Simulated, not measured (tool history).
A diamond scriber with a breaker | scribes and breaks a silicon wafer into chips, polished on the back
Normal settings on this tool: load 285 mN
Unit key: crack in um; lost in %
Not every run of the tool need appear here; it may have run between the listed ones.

run	hour	load	wafers since the last listed run	hours since the diamond tip was replaced	hours since the load on the tip was calibrated	incoming depth of the damage left on the back of the incoming wafer, um	crack	lost
1	0	285	0	296.3	898.1	0.03	13.89	1.58
2	69	285	193	365.3	967.1	0.01	13.65	1.58
3	157.3	285	247	453.6	1055.4	0.05	14.29	1.69
4	253.4	285	269	549.7	1151.5	0.04	13.99	1.58
5	361.3	285	302	657.6	1259.4	0.02	14.04	1.66
# hour 370.9: load on the tip recalibrated
6	430.5	285	188	726.8	59.6	0.03	14.72	1.99
7	480.3	330	139	776.6	109.4	0.05	15.24	2.92
8	528	285	133	824.3	157.1	0.02	14.54	2.04
9	578.6	232	142	874.9	207.7	0.02	13.47	1.56
10	619.3	201	114	915.6	248.4	0.01	12.93	1.8
# hour 629.2: load on the tip recalibrated, repeated, since the last time left the tool worse
# hour 647.7: diamond tip replaced by a new one
11	669.8	285	130	22.1	40.6	0.01	13.4	1.56
12	954.8	204	800	307.1	325.6	0.03	11.74	2.92
13	1048.6	217	263	400.9	419.4	0.02	12.46	2.3
14	1116.5	243	190	468.8	487.3	0.02	12.83	1.85

Below are 3 alternative next runs, each starting from the tool's condition after run 14. Predict each:
A	1117.1	285	1	469.4	487.9	0.05	?	?
B	1117.1	320	1	469.4	487.9	0.05	?	?
C	1117.1	222	1	469.4	487.9	0.05	?	?

run	crack	lost
A	13.7	1.57
B	14.38	1.81
C	12.45	2.26
Without the tool's hidden state the same runs would have given:
run	crack	lost
A	13.63	1.57
B	14.3	1.76
C	12.38	2.35
